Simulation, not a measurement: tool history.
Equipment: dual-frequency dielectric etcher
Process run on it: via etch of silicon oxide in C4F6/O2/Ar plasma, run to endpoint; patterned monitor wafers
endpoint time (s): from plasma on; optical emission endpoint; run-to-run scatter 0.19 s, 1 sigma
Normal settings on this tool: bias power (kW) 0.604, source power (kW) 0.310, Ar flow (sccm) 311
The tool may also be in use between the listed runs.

run   hour  bias power (kW)  source power (kW)  Ar flow (sccm)  incoming incoming film thickness, nm  endpoint time (s)
  1    0.0            0.604              0.310             311                                 111.3               22.5
  2   16.2            0.604              0.310             311                                 109.9               22.4
  3   33.2            0.604              0.310             311                                 110.1               22.5
  4   43.5            0.708              0.310             311                                 110.0               20.9
  5   52.3            0.604              0.250             311                                 109.0               23.5
  6   66.3            0.604              0.310             311                                 108.3               22.2
  7   83.2            0.466              0.310             311                                 110.6               25.3
     120.9  -- upper electrode replaced, of another model than before
  8  121.4            0.604              0.310             345                                 109.4               23.0
  9  121.7            0.533              0.390             244                                 110.4               21.8
     153.2  -- wet clean of the chamber
 10  153.7            0.755              0.310             244                                 109.5               17.5
 11  154.0            0.742              0.290             311                                 110.7               19.2
 12  164.5            0.724              0.310             386                                 110.8               19.0
 13  172.2            0.604              0.310             311                                 110.0               21.6
 14  182.9            0.555              0.310             359                                 109.7               23.4
 15  200.1            0.604              0.290             311                                 110.4               22.7
     213.0  -- Ar flow controller replaced
 16  213.5            0.604              0.310             311                                 110.4               21.7
 17  221.9            0.664              0.310             311                                 110.4               20.1
     228.9  -- source power generator calibrated
 18  236.4            0.604              0.310             311                                 109.6               21.9
     250.5  -- bias power generator calibrated
 19  250.9            0.604              0.280             365                                 110.4               23.5
 20  258.8            0.604              0.310             311                                 110.2               21.6
 21  274.9            0.461              0.310             311                                 110.6               27.5
 22  283.0            0.680              0.310             311                                 109.0               19.9
 23  301.6            0.706              0.280             372                                 109.9               21.0
 24  316.7            0.604              0.310             311                                 109.2               21.5
 25  333.3            0.677              0.390             311                                 109.2               17.6
 26  350.6            0.731              0.310             384                                 109.0               19.3
 27  363.6            0.604              0.310             311                                 110.9               22.0
 28  381.1            0.604              0.310             311                                 109.5               21.6
 29  392.9            0.548              0.310             311                                 111.5               23.9

The same runs without the tool's hidden state, with the same run-to-run variation:
The tool's hidden condition here consists of: etch rate over this chamber's usual, %; bias power that arrives over what is set, %; source power that arrives over what is set, %; Ar flow that arrives over what is set, %.
run  endpoint time (s)
  1               21.6
  2               21.5
  3               21.6
  4               20.0
  5               22.5
  6               21.2
  7               24.2
  8               21.9
  9               20.8
 10               17.6
 11               19.3
 12               19.2
 13               21.7
 14               23.5
 15               22.8
 16               21.8
 17               20.2
 18               21.9
 19               23.5
 20               21.6
 21               27.4
 22               19.9
 23               20.9
 24               21.4
 25               17.5
 26               19.2
 27               21.8
 28               21.4
 29               23.7
